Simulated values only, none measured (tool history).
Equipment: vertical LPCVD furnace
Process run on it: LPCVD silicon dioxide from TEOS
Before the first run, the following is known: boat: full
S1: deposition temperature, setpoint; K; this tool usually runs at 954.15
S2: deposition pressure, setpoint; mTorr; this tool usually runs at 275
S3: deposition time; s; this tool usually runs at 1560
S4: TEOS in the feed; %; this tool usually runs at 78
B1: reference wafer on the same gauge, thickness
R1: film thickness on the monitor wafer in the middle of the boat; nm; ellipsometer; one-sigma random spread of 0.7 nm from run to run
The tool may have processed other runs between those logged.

run,day,S1,S2,S3,S4,B1,R1
1,0.000,954.15,275,1560,78,130.12,140.03
2,2.012,949.15,275,1560,78,129.89,123.97
3,4.267,949.15,275,1560,78,129.96,123.63
4,5.317,954.15,275,1560,78,129.86,139.63
5,6.838,954.15,275,1560,78,130.20,139.30
6,8.071,954.15,275,1560,78,130.02,139.21
7,10.542,954.15,275,1410,78,129.97,126.94
8,11.754,954.15,275,1560,78,130.04,141.46
9,13.033,954.15,275,1560,78,130.10,139.49
10,15.104,960.15,235,1080,78,130.20,103.67
11,16.421,954.15,275,1560,78,130.12,140.86
12,24.021,959.15,245,1050,78,130.00,101.60
13,31.325,949.15,275,1560,78,130.16,125.42
14,33.788,954.15,255,1560,66,130.00,124.35
15,36.396,954.15,210,1800,78,130.06,143.78
16,38.304,954.15,275,1560,78,130.13,141.51
17,40.725,954.15,275,2130,91,129.90,211.64
18,43.400,959.15,245,1050,78,129.95,95.93
19,48.929,944.15,295,1560,86,129.91,114.62
20,50.188,963.15,275,1080,78,129.96,113.82
21,51.738,954.15,275,1560,78,129.97,133.29
22,54.196,963.15,245,1110,89,129.90,118.79
23,56.958,947.15,245,1560,78,130.05,106.02
24,59.408,954.15,320,1560,78,129.94,145.44
25,60.496,962.15,275,1560,78,130.09,161.59
26,61.796,954.15,275,1560,78,129.90,133.93
27,63.367,954.15,330,1740,68,129.91,153.47
28,65.196,954.15,275,1560,78,129.88,134.30
29,67.654,943.15,320,1560,78,130.00,110.94
30,69.067,954.15,275,1560,67,129.93,124.99

Put back what was entered between runs (4 entries, withheld): which listed runs does each sit between, and how does the hidden state differ from the listed run before to the listed run after?
Between runs 12 and 13: gauge calibrated (day 28.842)
  true tube temperature minus thermocouple reading, K: 2.38 -> 2.51
  measured minus no-state result, R1: +5.63 -> +7.45 nm
Between runs 17 and 18: pressure gauge zeroed (day 41.904); thermocouples replaced and temperature profile calibrated (day 42.362)
  true tube temperature minus thermocouple reading, K: 2.67 -> 0.0412
  measured minus no-state result, R1: +13.21 -> +0.09 nm
Between runs 18 and 19: TEOS flow controller replaced (day 47.621)
  true tube temperature minus thermocouple reading, K: 0.0412 -> 0.136
  measured minus no-state result, R1: +0.09 -> +0.39 nm
